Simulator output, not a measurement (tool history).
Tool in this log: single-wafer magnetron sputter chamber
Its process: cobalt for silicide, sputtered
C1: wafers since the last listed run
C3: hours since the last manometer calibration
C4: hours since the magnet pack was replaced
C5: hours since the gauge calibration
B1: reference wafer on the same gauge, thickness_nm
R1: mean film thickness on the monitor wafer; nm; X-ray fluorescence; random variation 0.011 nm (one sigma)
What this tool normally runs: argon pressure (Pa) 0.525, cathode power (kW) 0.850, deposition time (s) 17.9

Run 1, hour 0.0: usual settings; C1 0; wafers on the sputter target 2308; C3 1735.3; C4 4673.1; C5 8.8; B1 7.719. Result: R1 6.600 nm.
Run 2, hour 7.2: usual settings; C1 237; wafers on the sputter target 2546; C3 1742.5; C4 4680.3; C5 16.0; B1 7.722. Result: R1 6.589 nm.
Run 3, hour 14.2: usual settings but cathode power (kW) 0.750; C1 231; wafers on the sputter target 2777; C3 1749.5; C4 4687.3; C5 23.0; B1 7.721. Result: R1 5.795 nm.
Run 4, hour 23.3: usual settings but cathode power (kW) 0.750; C1 300; wafers on the sputter target 3078; C3 1758.6; C4 4696.4; C5 32.1; B1 7.724. Result: R1 5.794 nm.
Run 5, hour 32.8: usual settings but cathode power (kW) 0.750; C1 313; wafers on the sputter target 3392; C3 1768.1; C4 4705.9; C5 41.6; B1 7.719. Result: R1 5.795 nm.
Run 6, hour 49.7: usual settings; C1 558; wafers on the sputter target 3950; C3 1785.0; C4 4722.8; C5 58.5; B1 7.722. Result: R1 6.556 nm.
Run 7, hour 63.7: usual settings; C1 462; wafers on the sputter target 4412; C3 1799.0; C4 4736.8; C5 72.5; B1 7.720. Result: R1 6.558 nm.
Run 8, hour 69.8: usual settings but cathode power (kW) 0.800; C1 201; wafers on the sputter target 4614; C3 1805.1; C4 4742.9; C5 78.6; B1 7.719. Result: R1 6.179 nm.
Run 9, hour 85.3: usual settings but cathode power (kW) 0.800; C1 511; wafers on the sputter target 5125; C3 1820.6; C4 4758.4; C5 94.1; B1 7.722. Result: R1 6.179 nm.
Run 10, hour 98.9: usual settings; C1 449; wafers on the sputter target 5575; C3 1834.2; C4 4772.0; C5 107.7; B1 7.719. Result: R1 6.558 nm.
Run 11, hour 109.3: usual settings; C1 343; wafers on the sputter target 5918; C3 1844.6; C4 4782.4; C5 118.1; B1 7.720. Result: R1 6.550 nm.
At hour 122.1: sputter target and shields replaced.
Run 12, hour 125.4: usual settings; C1 267; wafers on the sputter target 109; C3 1860.7; C4 4798.5; C5 134.2; B1 7.720. Result: R1 6.624 nm.
Run 13, hour 135.3: usual settings; C1 326; wafers on the sputter target 436; C3 1870.6; C4 4808.4; C5 144.1; B1 7.721. Result: R1 6.617 nm.
Run 14, hour 141.5: usual settings; C1 204; wafers on the sputter target 641; C3 1876.8; C4 4814.6; C5 150.3; B1 7.721. Result: R1 6.588 nm.
Run 15, hour 151.9: usual settings; C1 343; wafers on the sputter target 984; C3 1887.2; C4 4825.0; C5 160.7; B1 7.721. Result: R1 6.596 nm.
At hour 160.2: capacitance manometer re-zeroed and calibrated.
Run 16, hour 160.7: usual settings; C1 26; wafers on the sputter target 1011; C3 0.5; C4 4833.8; C5 169.5; B1 7.720. Result: R1 6.814 nm.
Run 17, hour 209.1: usual settings but cathode power (kW) 1.000, deposition time (s) 15.9; C1 1598; wafers on the sputter target 2609; C3 48.9; C4 4882.2; C5 217.9; B1 7.720. Result: R1 7.111 nm.
Run 18, hour 225.7: usual settings but argon pressure (Pa) 0.338; C1 548; wafers on the sputter target 3157; C3 65.5; C4 4898.8; C5 234.5; B1 7.721. Result: R1 7.263 nm.
Run 19, hour 233.2: usual settings but argon pressure (Pa) 0.661, deposition time (s) 14.4; C1 247; wafers on the sputter target 3405; C3 73.0; C4 4906.3; C5 242.0; B1 7.721. Result: R1 5.169 nm.
Run 20, hour 240.8: usual settings; C1 250; wafers on the sputter target 3656; C3 80.6; C4 4913.9; C5 249.6; B1 7.718. Result: R1 6.766 nm.
Run 21, hour 255.6: usual settings; C1 488; wafers on the sputter target 4145; C3 95.4; C4 4928.7; C5 264.4; B1 7.722. Result: R1 6.752 nm.
At hour 259.3: gauge calibrated.
Run 22, hour 264.3: usual settings but argon pressure (Pa) 0.353, cathode power (kW) 0.750; C1 287; wafers on the sputter target 4432; C3 104.1; C4 4937.4; C5 5.0; B1 7.720. Result: R1 6.357 nm.
At hour 281.5: sputter target and shields replaced.
Run 23, hour 282.0: usual settings; C1 320; wafers on the sputter target 14; C3 121.8; C4 4955.1; C5 22.7; B1 7.720. Result: R1 6.874 nm.
Run 24, hour 293.3: usual settings but cathode power (kW) 0.950; C1 373; wafers on the sputter target 388; C3 133.1; C4 4966.4; C5 34.0; B1 7.719. Result: R1 7.653 nm.
Run 25, hour 309.8: usual settings; C1 544; wafers on the sputter target 932; C3 149.6; C4 4982.9; C5 50.5; B1 7.720. Result: R1 6.842 nm.
At hour 324.6: magnet pack replaced.
Run 26, hour 325.1: usual settings but deposition time (s) 19.4; C1 241; wafers on the sputter target 1174; C3 164.9; C4 0.5; C5 65.8; B1 7.718. Result: R1 7.384 nm.
Run 27, hour 357.0: usual settings; C1 1053; wafers on the sputter target 2227; C3 196.8; C4 32.4; C5 97.7; B1 7.721. Result: R1 6.787 nm.
Run 28, hour 370.3: usual settings but cathode power (kW) 1.050; C1 439; wafers on the sputter target 2666; C3 210.1; C4 45.7; C5 111.0; B1 7.720. Result: R1 8.397 nm.
Run 29, hour 378.8: usual settings but argon pressure (Pa) 0.328, cathode power (kW) 0.950, deposition time (s) 16.2; C1 280; wafers on the sputter target 2947; C3 218.6; C4 54.2; C5 119.5; B1 7.718. Result: R1 7.357 nm.
Run 30, hour 392.3: usual settings; C1 445; wafers on the sputter target 3393; C3 232.1; C4 67.7; C5 133.0; B1 7.721. Result: R1 6.769 nm.
Run 31, hour 408.8: usual settings; C1 544; wafers on the sputter target 3938; C3 248.6; C4 84.2; C5 149.5; B1 7.719. Result: R1 6.761 nm.
Run 32, hour 419.3: usual settings but argon pressure (Pa) 0.666; C1 346; wafers on the sputter target 4285; C3 259.1; C4 94.7; C5 160.0; B1 7.719. Result: R1 6.425 nm.
At hour 432.1: sputter target and shields replaced.
Run 33, hour 448.6: usual settings but cathode power (kW) 0.650; C1 703; wafers on the sputter target 545; C3 288.4; C4 124.0; C5 189.3; B1 7.720. Result: R1 5.206 nm.
Run 34, hour 464.1: usual settings but cathode power (kW) 0.700; C1 511; wafers on the sputter target 1057; C3 303.9; C4 139.5; C5 204.8; B1 7.723. Result: R1 5.606 nm.
Run 35, hour 474.2: usual settings; C1 333; wafers on the sputter target 1390; C3 314.0; C4 149.6; C5 214.9; B1 7.720. Result: R1 6.775 nm.

Each run again, without the hidden state but with its own random variation kept:
Unlogged tool condition in this case: deposition rate above that of a new target (%); true argon pressure above the setpoint (%); gauge reads high (%).
run     R1
  1  6.845
  2  6.839
  3  6.020
  4  6.023
  5  6.029
  6  6.829
  7  6.837
  8  6.444
  9  6.449
 10  6.849
 11  6.844
 12  6.826
 13  6.837
 14  6.816
 15  6.840
 16  6.840
 17  7.171
 18  7.345
 19  5.213
 20  6.834
 21  6.823
 22  6.437
 23  6.844
 24  7.641
 25  6.854
 26  7.414
 27  6.836
 28  8.466
 29  7.435
 30  6.832
 31  6.830
 32  6.484
 33  5.215
 34  5.632
 35  6.818
